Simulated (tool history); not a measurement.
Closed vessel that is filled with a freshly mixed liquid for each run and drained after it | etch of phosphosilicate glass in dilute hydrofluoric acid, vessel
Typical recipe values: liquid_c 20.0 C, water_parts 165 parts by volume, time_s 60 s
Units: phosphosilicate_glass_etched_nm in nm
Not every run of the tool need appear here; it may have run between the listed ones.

run,hour,liquid_c,water_parts,time_s,"read-back film thickness of the phosphosilicate glass reference wafer, read on the same gauge (nm)",phosphosilicate_glass_etched_nm
1,0.0,20.0,165,60,30.02,19.51
2,10.3,20.0,165,60,29.99,19.54
3,17.1,20.0,165,60,29.98,19.61
4,30.6,20.0,140,85,29.99,33.58
5,47.3,20.0,140,85,30.00,33.64
6,54.2,20.0,115,60,29.99,29.87
7,67.4,20.0,115,60,30.01,29.74
8,75.3,20.0,115,60,30.01,29.84
9,87.9,20.0,165,60,30.01,19.57
10,96.2,20.0,165,60,29.98,19.52
11,102.9,20.0,165,60,29.98,19.64
12,112.8,20.0,200,60,30.01,15.57
13,129.9,20.0,165,60,30.02,18.18
14,140.9,20.0,165,60,29.99,18.03
15,156.4,20.0,165,60,30.00,18.18
16,172.3,24.0,165,85,29.98,29.87
17,188.8,20.0,165,60,29.98,18.00
18,201.1,20.0,165,60,29.97,18.10
19,218.6,20.0,165,60,30.01,20.92
20,228.4,18.0,205,85,29.99,21.36
21,238.3,18.5,165,60,29.98,20.09
22,244.3,24.0,115,60,30.01,37.42
23,260.2,20.0,165,60,30.01,21.14
24,269.9,21.5,235,80,30.00,19.57
25,276.5,20.0,205,60,29.99,16.27
26,284.2,20.0,165,60,30.03,21.29
27,300.3,22.5,140,60,29.99,28.08
28,317.4,20.0,165,45,30.01,15.81
29,330.1,20.0,200,50,30.03,14.08
30,337.9,23.0,165,35,29.99,13.90

Missing from the log above: 3 entries noted between runs. For each, name the pair of listed runs it sits between and say how the tool's hidden condition differs from the listed run just before to the listed run just after:
From run 12 to run 13: thermometer replaced (hour 129.4)
  liquid hotter than its thermometer reads (K): 2.36 -> 0.454; hydrofluoric acid flow below the setpoint (%): 11.7 -> 11.8
  measured value less the no-hidden-state value, phosphosilicate_glass_etched_nm: -0.99 -> -2.53 nm
From run 16 to run 17: gauge calibrated (hour 180.8)
  liquid hotter than its thermometer reads (K): 0.528 -> 0.557; hydrofluoric acid flow below the setpoint (%): 12 -> 12.1
  measured value less the no-hidden-state value, phosphosilicate_glass_etched_nm: -4.27 -> -2.51 nm
From run 18 to run 19: hydrofluoric acid flow meter replaced (hour 208.0)
  liquid hotter than its thermometer reads (K): 0.578 -> 0.609; hydrofluoric acid flow below the setpoint (%): 12.2 -> 0.347
  measured value less the no-hidden-state value, phosphosilicate_glass_etched_nm: -2.53 -> +0.41 nm
